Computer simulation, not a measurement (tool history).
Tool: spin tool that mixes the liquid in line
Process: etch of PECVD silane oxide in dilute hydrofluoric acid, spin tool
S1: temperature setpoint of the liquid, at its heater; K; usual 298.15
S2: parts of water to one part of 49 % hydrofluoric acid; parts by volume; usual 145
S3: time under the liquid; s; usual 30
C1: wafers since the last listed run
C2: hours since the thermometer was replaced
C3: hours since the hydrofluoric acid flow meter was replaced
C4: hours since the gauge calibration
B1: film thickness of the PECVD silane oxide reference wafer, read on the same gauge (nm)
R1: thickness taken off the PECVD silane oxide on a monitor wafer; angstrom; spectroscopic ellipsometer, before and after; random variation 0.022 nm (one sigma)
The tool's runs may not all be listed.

run	hour	S1	S2	S3	C1	C2	C3	C4	B1	R1
1	0	298.15	145	30	0	434.7	1055.2	456.9	77.1	52.7
2	69.1	298.15	145	30	648	503.8	1124.3	526	76.92	52.4
3	99.6	298.15	145	30	286	534.3	1154.8	556.5	76.79	52.2
4	158.9	300.15	145	30	556	593.6	1214.1	615.8	76.7	56.2
5	218.3	298.15	195	45	557	653	1273.5	675.2	76.57	54.8
6	267.7	298.15	195	45	463	702.4	1322.9	724.6	76.53	54.9
7	328.9	298.15	145	30	574	763.6	1384.1	785.8	76.36	51.8
8	387.5	298.15	145	30	549	822.2	1442.7	844.4	76.32	51.9
9	426.8	298.15	145	30	368	861.5	1482	883.7	76.27	51.3
# hour 446.3: thermometer replaced
10	489.4	298.15	145	30	577	43.1	1544.6	946.3	76.29	51.8
# hour 507.5: hydrofluoric acid flow meter replaced
11	554.8	300.15	120	25	604	108.5	47.3	1011.7	76.12	58.3
12	601.2	298.15	165	40	435	154.9	93.7	1058.1	76.16	59.2
13	657.3	302.15	145	30	526	211	149.8	1114.2	76.1	60.3
14	700.6	301.65	80	45	406	254.3	193.1	1157.5	76.14	175.5
15	771.1	298.15	185	40	661	324.8	263.6	1228	76.01	51.6
# hour 815.4: gauge calibrated
16	818.9	298.15	145	30	448	372.6	311.4	3.5	80.14	54.5
17	848.8	298.15	145	30	280	402.5	341.3	33.4	79.85	54.9
18	886.2	296.15	190	40	350	439.9	378.7	70.8	79.54	48.2
19	1040	296.15	145	15	1442	593.7	532.5	224.6	78.48	24.6
20	1100.9	302.15	205	30	571	654.6	593.4	285.5	78.19	40.5

Forecast each of these 3 alternatives for the next run:
A	1101.3	298.15	145	30	3	655	593.8	285.9	?	?
B	1101.3	296.15	105	15	3	655	593.8	285.9	?	?
C	1101.3	298.15	125	30	3	655	593.8	285.9	?	?

run	B1	R1
A	78.17	52.6
B	78.17	35.2
C	78.17	62.5
Without the tool's hidden state the same runs would have given:
run	R1
A	53.8
B	36
C	63.9
